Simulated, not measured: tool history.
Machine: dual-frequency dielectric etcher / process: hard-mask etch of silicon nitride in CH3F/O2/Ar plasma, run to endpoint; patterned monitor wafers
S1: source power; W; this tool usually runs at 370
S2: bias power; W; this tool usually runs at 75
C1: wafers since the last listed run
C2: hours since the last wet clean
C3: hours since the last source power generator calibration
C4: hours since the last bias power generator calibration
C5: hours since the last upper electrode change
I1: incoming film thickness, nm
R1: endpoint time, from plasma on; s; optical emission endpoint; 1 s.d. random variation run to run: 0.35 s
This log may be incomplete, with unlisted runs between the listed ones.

{"run": 1, "hour": 0.0, "S1": 370, "S2": 75, "C1": 0, "C2": 332.7, "C3": 1997.2, "C4": 2934.1, "C5": 4188.2, "I1": 42.78, "R1": 64.8}
{"hour": 28.1, "done": "wet clean of the chamber"}
{"run": 2, "hour": 64.6, "S1": 370, "S2": 75, "C1": 431, "C2": 36.5, "C3": 2061.8, "C4": 2998.7, "C5": 4252.8, "I1": 42.9, "R1": 63.9}
{"run": 3, "hour": 125.7, "S1": 370, "S2": 75, "C1": 648, "C2": 97.6, "C3": 2122.9, "C4": 3059.8, "C5": 4313.9, "I1": 42.61, "R1": 63.8}
{"run": 4, "hour": 164.5, "S1": 370, "S2": 75, "C1": 411, "C2": 136.4, "C3": 2161.7, "C4": 3098.6, "C5": 4352.7, "I1": 42.97, "R1": 63.7}
{"run": 5, "hour": 189.5, "S1": 370, "S2": 75, "C1": 265, "C2": 161.4, "C3": 2186.7, "C4": 3123.6, "C5": 4377.7, "I1": 43.07, "R1": 64.6}
{"run": 6, "hour": 319.9, "S1": 370, "S2": 75, "C1": 1384, "C2": 291.8, "C3": 2317.1, "C4": 3254, "C5": 4508.1, "I1": 42.79, "R1": 64}
{"hour": 338.5, "done": "bias power generator calibrated"}
{"hour": 363.1, "done": "source power generator calibrated"}
{"run": 7, "hour": 382.0, "S1": 370, "S2": 75, "C1": 574, "C2": 353.9, "C3": 18.9, "C4": 43.5, "C5": 4570.2, "I1": 42.81, "R1": 65.3}

Estimate the outcome of run 8 from the log above:
{"hour": 446.2, "done": "wet clean of the chamber"}
{"run": 8, "hour": 446.7, "S1": 410, "S2": 88, "C1": 432, "C2": 0.5, "C3": 83.6, "C4": 108.2, "C5": 4634.9, "I1": 42.57, "R1": "?"}

R1: 58.2 s
Take away the tool's hidden state, keep the run-to-run variation as it was, and the same run would have given R1 58 s.
